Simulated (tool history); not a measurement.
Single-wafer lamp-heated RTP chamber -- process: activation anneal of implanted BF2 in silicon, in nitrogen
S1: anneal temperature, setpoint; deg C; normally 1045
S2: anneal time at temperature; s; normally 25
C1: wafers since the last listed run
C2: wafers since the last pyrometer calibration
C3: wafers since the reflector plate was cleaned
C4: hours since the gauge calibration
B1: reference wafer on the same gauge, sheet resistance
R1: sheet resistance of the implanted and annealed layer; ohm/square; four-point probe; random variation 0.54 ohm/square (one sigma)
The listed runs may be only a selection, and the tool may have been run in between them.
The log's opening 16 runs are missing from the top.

run	hour	S1	S2	C1	C2	C3	C4	B1	R1
# hour 430.6: pyrometer window cleaned and pyrometer calibrated
17	432.2	1068	11	64	22	4968	47.8	376.94	361.59
18	452.3	1030	14	274	296	5242	67.9	376.83	362.81
19	471.6	1045	25	263	560	5506	87.2	377.02	357.57
20	490.5	1015	13	258	818	5764	106.1	376.91	364.72
21	509.1	1045	34	254	1072	6018	124.7	377.05	353.91
# hour 528.4: reflector plate cleaned
22	532.1	1045	18	204	1277	51	147.7	377.10	359.32
23	551.2	1045	25	260	1538	312	166.8	376.86	356.83
# hour 635.0: pyrometer window cleaned and pyrometer calibrated
24	638.2	1063	21	1079	43	1391	253.8	377.04	356.00
25	653.6	1045	18	210	254	1601	269.2	376.90	360.09
26	666.8	1023	21	180	434	1782	282.4	377.03	361.02
27	689.5	1029	13	310	744	2092	305.1	377.14	362.09
28	711.8	1045	25	304	1049	2397	327.4	377.02	356.98
29	736.1	1017	12	331	1381	2728	351.7	377.10	364.30
30	748.3	1045	40	166	1548	2895	363.9	376.83	352.92
31	779.5	1045	14	426	1974	3321	395.1	377.08	360.20
32	815.0	1026	33	485	2459	3806	430.6	377.03	356.92
33	836.0	1066	32	286	2746	4093	451.6	377.01	348.84
# hour 868.5: pyrometer window cleaned and pyrometer calibrated
34	869.0	1045	25	341	6	4435	484.6	376.97	357.68
35	893.0	1045	29	327	334	4763	508.6	377.05	356.48

Forecast run 36:
36	912.3	1074	13	263	598	5027	527.9	?	?

Run 36 produced B1 376.77, R1 359.78 ohm/square.
With the hidden condition absent and the run-to-run variation left alone, this run would have shown R1 360.21 ohm/square.

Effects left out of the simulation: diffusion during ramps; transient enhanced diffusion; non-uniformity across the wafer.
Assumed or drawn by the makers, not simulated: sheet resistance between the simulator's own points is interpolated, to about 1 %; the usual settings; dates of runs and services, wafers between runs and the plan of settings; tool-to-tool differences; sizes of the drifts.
